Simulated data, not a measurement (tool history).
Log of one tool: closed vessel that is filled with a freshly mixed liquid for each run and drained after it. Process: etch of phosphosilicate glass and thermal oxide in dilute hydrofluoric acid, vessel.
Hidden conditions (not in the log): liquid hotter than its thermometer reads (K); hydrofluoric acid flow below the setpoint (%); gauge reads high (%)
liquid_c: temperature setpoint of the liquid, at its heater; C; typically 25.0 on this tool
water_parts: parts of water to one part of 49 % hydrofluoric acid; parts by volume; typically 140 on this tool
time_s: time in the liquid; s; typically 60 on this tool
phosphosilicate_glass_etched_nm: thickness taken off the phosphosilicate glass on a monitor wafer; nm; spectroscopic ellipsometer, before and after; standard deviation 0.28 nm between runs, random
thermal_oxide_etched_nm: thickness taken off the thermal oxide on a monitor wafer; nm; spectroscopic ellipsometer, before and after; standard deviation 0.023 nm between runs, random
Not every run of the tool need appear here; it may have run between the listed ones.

run	hour	liquid_c	water_parts	time_s	wafers since the last listed run	hours since the thermometer was replaced	hours since the hydrofluoric acid flow meter was replaced	hours since the gauge calibration	read-back film thickness of the phosphosilicate glass reference wafer, read on the same gauge (nm)	read-back film thickness of the thermal oxide reference wafer, read on the same gauge (nm)	phosphosilicate_glass_etched_nm	thermal_oxide_etched_nm
1	0.0	25.0	140	60	0	1130.9	706.6	555.8	69.96	59.998	55.14	1.829
2	68.3	25.0	95	60	5658	1199.2	774.9	624.1	70.02	59.977	87.20	2.817
3	125.9	25.0	95	60	4772	1256.8	832.5	681.7	70.01	59.995	86.15	2.762
4	216.7	25.0	140	60	7522	1347.6	923.3	772.5	69.98	59.968	55.32	1.787
# hour 251.9: hydrofluoric acid flow meter replaced
5	319.7	25.0	140	60	8450	1450.6	67.8	875.5	70.00	60.007	56.04	1.817
# hour 322.8: thermometer replaced
6	391.2	25.0	140	60	5840	68.4	139.3	947.0	69.99	59.984	55.73	1.850
7	473.6	25.0	140	60	6826	150.8	221.7	1029.4	69.99	59.988	55.28	1.793
8	552.2	25.0	140	60	6512	229.4	300.3	1108.0	69.99	59.950	55.62	1.770
9	634.3	25.0	140	60	6802	311.5	382.4	1190.1	70.00	60.003	55.82	1.782
10	687.4	28.5	90	70	4399	364.6	435.5	1243.2	70.00	59.959	123.24	3.839
11	769.9	25.0	140	60	6835	447.1	518.0	1325.7	69.97	60.004	55.60	1.798
12	834.9	26.5	140	60	5385	512.1	583.0	1390.7	70.03	60.020	58.86	1.877
13	1034.8	27.0	175	80	16561	712.0	782.9	1590.6	70.02	59.982	61.36	1.975
14	1235.4	20.5	120	40	16619	912.6	983.5	1791.2	69.97	60.042	36.91	1.185
# hour 1269.4: hydrofluoric acid flow meter replaced
15	1339.9	26.5	195	35	8575	1017.1	70.5	1895.7	69.99	59.974	23.09	0.741
16	1438.2	30.0	195	60	8144	1115.4	168.8	1994.0	70.00	59.970	44.69	1.462
17	1503.7	25.0	140	60	5426	1180.9	234.3	2059.5	69.99	60.036	56.19	1.776
# hour 1516.1: gauge calibrated
18	1543.2	25.0	140	60	3272	1220.4	273.8	27.1	70.01	59.983	55.41	1.795
19	1582.2	27.0	110	75	3231	1259.4	312.8	66.1	70.01	59.995	99.23	3.181
# hour 1599.8: thermometer replaced
20	1905.1	29.5	200	40	26669	305.3	635.7	389.0	69.99	60.024	28.61	0.948
21	1952.6	25.0	95	35	3935	352.8	683.2	436.5	69.97	60.014	50.21	1.626
22	2050.9	20.5	120	40	8144	451.1	781.5	534.8	70.02	59.996	37.21	1.201
23	2111.1	23.0	140	80	4987	511.3	841.7	595.0	70.01	59.999	68.90	2.225
24	2162.3	27.0	115	90	4241	562.5	892.9	646.2	69.99	59.994	113.07	3.630

What will run 25 give?
25	2242.7	23.5	100	85	6661	642.9	973.3	726.6	?	?	?	?

read-back film thickness of the phosphosilicate glass reference wafer, read on the same gauge (nm): 70.01
read-back film thickness of the thermal oxide reference wafer, read on the same gauge (nm): 59.987
phosphosilicate_glass_etched_nm: 109.20 nm
thermal_oxide_etched_nm: 3.615 nm
With no hidden state in the tool, this same run would have given phosphosilicate_glass_etched_nm 109.20 nm, thermal_oxide_etched_nm 3.615 nm.

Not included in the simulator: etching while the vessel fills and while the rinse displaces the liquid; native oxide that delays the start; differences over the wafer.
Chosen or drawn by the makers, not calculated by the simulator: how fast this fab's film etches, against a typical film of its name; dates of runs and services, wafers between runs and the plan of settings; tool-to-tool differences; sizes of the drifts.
